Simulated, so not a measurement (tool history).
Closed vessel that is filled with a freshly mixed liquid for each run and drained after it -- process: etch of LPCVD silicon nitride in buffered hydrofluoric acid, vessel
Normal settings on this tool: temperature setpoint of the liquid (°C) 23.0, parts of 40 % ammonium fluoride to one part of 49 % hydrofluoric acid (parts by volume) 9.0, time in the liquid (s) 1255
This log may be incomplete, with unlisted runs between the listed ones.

run     day  temperature setpoint of the liquid (°C)  parts of 40 % ammonium fluoride to one part of 49 % hydrofluoric acid (parts by volume)  time in the liquid (s)  wafers since the last listed run  hours since the thermometer was replaced  hours since the hydrofluoric acid flow meter was replaced  hours since the gauge calibration  read-back film thickness of the LPCVD silicon nitride reference wafer, read on the same gauge (nm)  thickness taken off the LPCVD silicon nitride on a monitor wafer (angstrom)
  1   0.000                                     20.5                                                                                     11.5                    1255                                 0                                    1299.6                                                     1275.2                              480.3                                                                                               50.00                                                                        128.3
  2   2.221                                     23.0                                                                                      9.0                    1255                              1724                                    1352.9                                                     1328.5                              533.6                                                                                               50.05                                                                        185.3
  3   3.988                                     23.0                                                                                      9.0                    1255                              1371                                    1395.3                                                     1370.9                              576.0                                                                                               49.99                                                                        185.5
  4   5.567                                     23.0                                                                                      9.0                    1255                              1226                                    1433.2                                                     1408.8                              613.9                                                                                               49.98                                                                        185.7
  5   9.004                                     23.0                                                                                      7.0                    1255                              2669                                    1515.7                                                     1491.3                              696.4                                                                                               49.99                                                                        232.3
  6  12.200                                     23.0                                                                                      7.0                    1255                              2481                                    1592.4                                                     1568.0                              773.1                                                                                               50.00                                                                        232.0
  7  14.217                                     23.0                                                                                      7.0                    1255                              1565                                    1640.8                                                     1616.4                              821.5                                                                                               50.01                                                                        234.4
  8  16.000                                     23.0                                                                                      9.0                    1255                              1384                                    1683.6                                                     1659.2                              864.3                                                                                               49.99                                                                        184.0
  9  18.262                                     23.0                                                                                      9.0                    1255                              1756                                    1737.9                                                     1713.5                              918.6                                                                                               50.00                                                                        183.1
 10  21.438                                     25.0                                                                                     10.0                    1255                              2465                                    1814.1                                                     1789.7                              994.8                                                                                               49.99                                                                        185.5
     23.017  -- thermometer replaced
     23.125  -- hydrofluoric acid flow meter replaced
 11  23.488                                     23.0                                                                                      6.0                     720                              1527                                      11.3                                                        8.7                             1044.0                                                                                               49.96                                                                        147.9

The next listed run, before its measurement:
 12  25.125                                     20.5                                                                                      8.0                    1585                              1271                                      50.6                                                       48.0                             1083.3                                                                                                   ?                                                                            ?

{"run 12": {"read-back film thickness of the LPCVD silicon nitride reference wafer, read on the same gauge (nm)": 49.98, "thickness taken off the LPCVD silicon nitride on a monitor wafer (angstrom)": 208.6}}
With no hidden state in the tool, this same run would have given thickness taken off the LPCVD silicon nitride on a monitor wafer (angstrom) 242.2.

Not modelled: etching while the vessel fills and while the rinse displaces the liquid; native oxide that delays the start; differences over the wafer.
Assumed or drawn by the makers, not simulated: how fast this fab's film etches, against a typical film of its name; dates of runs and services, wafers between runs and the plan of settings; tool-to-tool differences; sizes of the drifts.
